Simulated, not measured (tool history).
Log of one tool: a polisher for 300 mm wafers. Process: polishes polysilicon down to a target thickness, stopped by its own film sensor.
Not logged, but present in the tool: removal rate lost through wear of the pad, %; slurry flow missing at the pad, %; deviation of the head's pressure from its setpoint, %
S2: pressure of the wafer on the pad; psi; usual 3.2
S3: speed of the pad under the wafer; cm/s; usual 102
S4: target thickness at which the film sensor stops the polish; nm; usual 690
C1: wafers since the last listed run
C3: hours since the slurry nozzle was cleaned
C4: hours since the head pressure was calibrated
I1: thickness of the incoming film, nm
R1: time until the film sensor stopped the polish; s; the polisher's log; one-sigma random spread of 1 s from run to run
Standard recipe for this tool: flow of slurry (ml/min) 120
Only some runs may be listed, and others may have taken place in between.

{"run": 1, "hour": 0.0, "flow of slurry (ml/min)": 120, "S2": 3.2, "S3": 102, "S4": 690, "C1": 0, "wafers polished on this pad": 310, "C3": 412.7, "C4": 178.7, "I1": 1289.4, "R1": 54.9}
{"hour": 8.1, "done": "slurry nozzle cleaned"}
{"run": 2, "hour": 15.3, "flow of slurry (ml/min)": 120, "S2": 3.2, "S3": 102, "S4": 690, "C1": 122, "wafers polished on this pad": 433, "C3": 7.2, "C4": 194, "I1": 1265.2, "R1": 52.1}
{"run": 3, "hour": 37.8, "flow of slurry (ml/min)": 120, "S2": 3.2, "S3": 102, "S4": 690, "C1": 193, "wafers polished on this pad": 627, "C3": 29.7, "C4": 216.5, "I1": 1252.1, "R1": 47.8}
{"run": 4, "hour": 65.6, "flow of slurry (ml/min)": 120, "S2": 3.2, "S3": 102, "S4": 690, "C1": 239, "wafers polished on this pad": 866, "C3": 57.5, "C4": 244.3, "I1": 1267.1, "R1": 48.9}
{"run": 5, "hour": 95.2, "flow of slurry (ml/min)": 120, "S2": 3.2, "S3": 102, "S4": 690, "C1": 254, "wafers polished on this pad": 1120, "C3": 87.1, "C4": 273.9, "I1": 1249.4, "R1": 49.8}
{"run": 6, "hour": 119.0, "flow of slurry (ml/min)": 120, "S2": 3.2, "S3": 102, "S4": 690, "C1": 204, "wafers polished on this pad": 1325, "C3": 110.9, "C4": 297.7, "I1": 1241.3, "R1": 46.8}
{"run": 7, "hour": 150.2, "flow of slurry (ml/min)": 120, "S2": 3.2, "S3": 102, "S4": 690, "C1": 268, "wafers polished on this pad": 1593, "C3": 142.1, "C4": 328.9, "I1": 1274.9, "R1": 49.9}
{"run": 8, "hour": 170.1, "flow of slurry (ml/min)": 135, "S2": 3.2, "S3": 102, "S4": 690, "C1": 171, "wafers polished on this pad": 1764, "C3": 162, "C4": 348.8, "I1": 1272.7, "R1": 48.7}
{"run": 9, "hour": 196.9, "flow of slurry (ml/min)": 120, "S2": 3.2, "S3": 102, "S4": 690, "C1": 230, "wafers polished on this pad": 1995, "C3": 188.8, "C4": 375.6, "I1": 1248.2, "R1": 48.4}
{"hour": 205.4, "done": "worn pad replaced by a new one"}
{"run": 10, "hour": 232.3, "flow of slurry (ml/min)": 120, "S2": 3.2, "S3": 102, "S4": 690, "C1": 270, "wafers polished on this pad": 230, "C3": 224.2, "C4": 411, "I1": 1265.3, "R1": 49}
{"run": 11, "hour": 251.6, "flow of slurry (ml/min)": 120, "S2": 3.2, "S3": 102, "S4": 690, "C1": 165, "wafers polished on this pad": 396, "C3": 243.5, "C4": 430.3, "I1": 1268.1, "R1": 48.5}
{"run": 12, "hour": 272.2, "flow of slurry (ml/min)": 120, "S2": 3.2, "S3": 102, "S4": 633, "C1": 177, "wafers polished on this pad": 574, "C3": 264.1, "C4": 450.9, "I1": 1261.9, "R1": 52.2}
{"hour": 275.3, "done": "head pressure recalibrated"}
{"run": 13, "hour": 303.9, "flow of slurry (ml/min)": 120, "S2": 3.2, "S3": 102, "S4": 633, "C1": 255, "wafers polished on this pad": 829, "C3": 295.8, "C4": 28.6, "I1": 1283, "R1": 58.3}
{"hour": 334.8, "done": "slurry nozzle cleaned"}
{"run": 14, "hour": 337.3, "flow of slurry (ml/min)": 120, "S2": 3.2, "S3": 102, "S4": 690, "C1": 278, "wafers polished on this pad": 1108, "C3": 2.5, "C4": 62, "I1": 1264, "R1": 53.3}
{"run": 15, "hour": 369.2, "flow of slurry (ml/min)": 120, "S2": 3.2, "S3": 102, "S4": 690, "C1": 274, "wafers polished on this pad": 1382, "C3": 34.4, "C4": 93.9, "I1": 1265.4, "R1": 51.4}
{"run": 16, "hour": 400.3, "flow of slurry (ml/min)": 135, "S2": 3.2, "S3": 82, "S4": 785, "C1": 267, "wafers polished on this pad": 1649, "C3": 65.5, "C4": 125, "I1": 1264.5, "R1": 51.8}
{"run": 17, "hour": 430.2, "flow of slurry (ml/min)": 120, "S2": 3.2, "S3": 102, "S4": 690, "C1": 257, "wafers polished on this pad": 1906, "C3": 95.4, "C4": 154.9, "I1": 1275, "R1": 54}
{"hour": 451.4, "done": "worn pad replaced by a new one"}
{"run": 18, "hour": 457.0, "flow of slurry (ml/min)": 120, "S2": 4.2, "S3": 102, "S4": 690, "C1": 196, "wafers polished on this pad": 48, "C3": 122.2, "C4": 181.7, "I1": 1260.8, "R1": 43.4}
{"run": 19, "hour": 488.4, "flow of slurry (ml/min)": 120, "S2": 3.2, "S3": 102, "S4": 528, "C1": 270, "wafers polished on this pad": 318, "C3": 153.6, "C4": 213.1, "I1": 1291.6, "R1": 71.2}
{"run": 20, "hour": 505.9, "flow of slurry (ml/min)": 105, "S2": 3.2, "S3": 102, "S4": 690, "C1": 150, "wafers polished on this pad": 468, "C3": 171.1, "C4": 230.6, "I1": 1274, "R1": 54.2}
{"run": 21, "hour": 519.8, "flow of slurry (ml/min)": 90, "S2": 4.1, "S3": 118, "S4": 633, "C1": 119, "wafers polished on this pad": 588, "C3": 185, "C4": 244.5, "I1": 1253.8, "R1": 44.9}
{"run": 22, "hour": 554.1, "flow of slurry (ml/min)": 85, "S2": 3.2, "S3": 102, "S4": 595, "C1": 294, "wafers polished on this pad": 883, "C3": 219.3, "C4": 278.8, "I1": 1258.9, "R1": 64.5}
{"run": 23, "hour": 567.5, "flow of slurry (ml/min)": 120, "S2": 3.2, "S3": 102, "S4": 690, "C1": 115, "wafers polished on this pad": 998, "C3": 232.7, "C4": 292.2, "I1": 1261.2, "R1": 50.9}
{"run": 24, "hour": 594.1, "flow of slurry (ml/min)": 90, "S2": 3.6, "S3": 102, "S4": 780, "C1": 228, "wafers polished on this pad": 1227, "C3": 259.3, "C4": 318.8, "I1": 1255.5, "R1": 41.6}
{"run": 25, "hour": 619.7, "flow of slurry (ml/min)": 120, "S2": 3.2, "S3": 102, "S4": 879, "C1": 220, "wafers polished on this pad": 1447, "C3": 284.9, "C4": 344.4, "I1": 1271.9, "R1": 34.5}
{"run": 26, "hour": 650.2, "flow of slurry (ml/min)": 100, "S2": 3.2, "S3": 66, "S4": 866, "C1": 262, "wafers polished on this pad": 1709, "C3": 315.4, "C4": 374.9, "I1": 1245.9, "R1": 47.7}
{"hour": 672.0, "done": "slurry nozzle cleaned"}
{"run": 27, "hour": 684.6, "flow of slurry (ml/min)": 120, "S2": 3.2, "S3": 136, "S4": 690, "C1": 287, "wafers polished on this pad": 1997, "C3": 12.6, "C4": 409.3, "I1": 1287.8, "R1": 40.5}
{"hour": 693.2, "done": "worn pad replaced by a new one"}
{"run": 28, "hour": 702.2, "flow of slurry (ml/min)": 145, "S2": 3.2, "S3": 136, "S4": 690, "C1": 116, "wafers polished on this pad": 77, "C3": 30.2, "C4": 426.9, "I1": 1255.9, "R1": 36.4}
{"run": 29, "hour": 715.0, "flow of slurry (ml/min)": 120, "S2": 3.2, "S3": 126, "S4": 690, "C1": 110, "wafers polished on this pad": 187, "C3": 43, "C4": 439.7, "I1": 1253.6, "R1": 40}
{"run": 30, "hour": 744.9, "flow of slurry (ml/min)": 85, "S2": 2.2, "S3": 138, "S4": 690, "C1": 257, "wafers polished on this pad": 444, "C3": 72.9, "C4": 469.6, "I1": 1269.7, "R1": 50.6}
{"hour": 747.6, "done": "head pressure recalibrated"}
{"run": 31, "hour": 766.9, "flow of slurry (ml/min)": 120, "S2": 3.2, "S3": 102, "S4": 690, "C1": 171, "wafers polished on this pad": 616, "C3": 94.9, "C4": 19.3, "I1": 1276.4, "R1": 51.9}
{"run": 32, "hour": 781.7, "flow of slurry (ml/min)": 120, "S2": 3.2, "S3": 90, "S4": 690, "C1": 127, "wafers polished on this pad": 744, "C3": 109.7, "C4": 34.1, "I1": 1289.3, "R1": 58.4}
{"run": 33, "hour": 814.0, "flow of slurry (ml/min)": 100, "S2": 3.7, "S3": 102, "S4": 690, "C1": 277, "wafers polished on this pad": 1021, "C3": 142, "C4": 66.4, "I1": 1282.9, "R1": 52}
{"run": 34, "hour": 844.5, "flow of slurry (ml/min)": 120, "S2": 3.2, "S3": 102, "S4": 488, "C1": 262, "wafers polished on this pad": 1284, "C3": 172.5, "C4": 96.9, "I1": 1249.8, "R1": 68.7}
{"run": 35, "hour": 861.5, "flow of slurry (ml/min)": 120, "S2": 3.2, "S3": 102, "S4": 690, "C1": 146, "wafers polished on this pad": 1430, "C3": 189.5, "C4": 113.9, "I1": 1273, "R1": 55}
{"run": 36, "hour": 891.3, "flow of slurry (ml/min)": 155, "S2": 2.9, "S3": 122, "S4": 690, "C1": 256, "wafers polished on this pad": 1686, "C3": 219.3, "C4": 143.7, "I1": 1285.5, "R1": 47.3}
{"hour": 968.0, "done": "worn pad replaced by a new one"}
{"run": 37, "hour": 976.7, "flow of slurry (ml/min)": 120, "S2": 3.2, "S3": 102, "S4": 518, "C1": 700, "wafers polished on this pad": 74, "C3": 304.7, "C4": 229.1, "I1": 1290.1, "R1": 70.4}

Describe how what the log doesn't record of the tool's condition differs between the last listed run preceding each entry between runs and the first listed run following it.
Run 1 -> run 2: slurry nozzle cleaned (hour 8.1)
  deviation of the head's pressure from its setpoint, %: 1.54 -> 1.95
  the result without the hidden state subtracted from the measured one, R1: -0.5 -> -0.6 s
Run 9 -> run 10: worn pad replaced by a new one (hour 205.4)
  deviation of the head's pressure from its setpoint, %: 9.31 -> 11.3
  the result without the hidden state subtracted from the measured one, R1: -2.7 -> -3.3 s
Run 12 -> run 13: head pressure recalibrated (hour 275.3)
  deviation of the head's pressure from its setpoint, %: 13.7 -> -1.49
  the result without the hidden state subtracted from the measured one, R1: -4.4 -> +0.5 s
Run 13 -> run 14: slurry nozzle cleaned (hour 334.8)
  deviation of the head's pressure from its setpoint, %: -1.49 -> -1.28
  the result without the hidden state subtracted from the measured one, R1: +0.5 -> +0.4 s
Run 17 -> run 18: worn pad replaced by a new one (hour 451.4)
  deviation of the head's pressure from its setpoint, %: 0.155 -> 0.797
  the result without the hidden state subtracted from the measured one, R1: -0.1 -> -0.2 s
Run 26 -> run 27: slurry nozzle cleaned (hour 672)
  deviation of the head's pressure from its setpoint, %: 8.45 -> 10.4
  the result without the hidden state subtracted from the measured one, R1: -2.5 -> -2.6 s
Run 27 -> run 28: worn pad replaced by a new one (hour 693.2)
  deviation of the head's pressure from its setpoint, %: 10.4 -> 11.4
  the result without the hidden state subtracted from the measured one, R1: -2.6 -> -2.6 s
Run 30 -> run 31: head pressure recalibrated (hour 747.6)
  deviation of the head's pressure from its setpoint, %: 14.1 -> 0.123
  the result without the hidden state subtracted from the measured one, R1: -4.3 -> +0 s
Run 36 -> run 37: worn pad replaced by a new one (hour 968)
  deviation of the head's pressure from its setpoint, %: 1.57 -> 3.83
  the result without the hidden state subtracted from the measured one, R1: -0.5 -> -1.6 s

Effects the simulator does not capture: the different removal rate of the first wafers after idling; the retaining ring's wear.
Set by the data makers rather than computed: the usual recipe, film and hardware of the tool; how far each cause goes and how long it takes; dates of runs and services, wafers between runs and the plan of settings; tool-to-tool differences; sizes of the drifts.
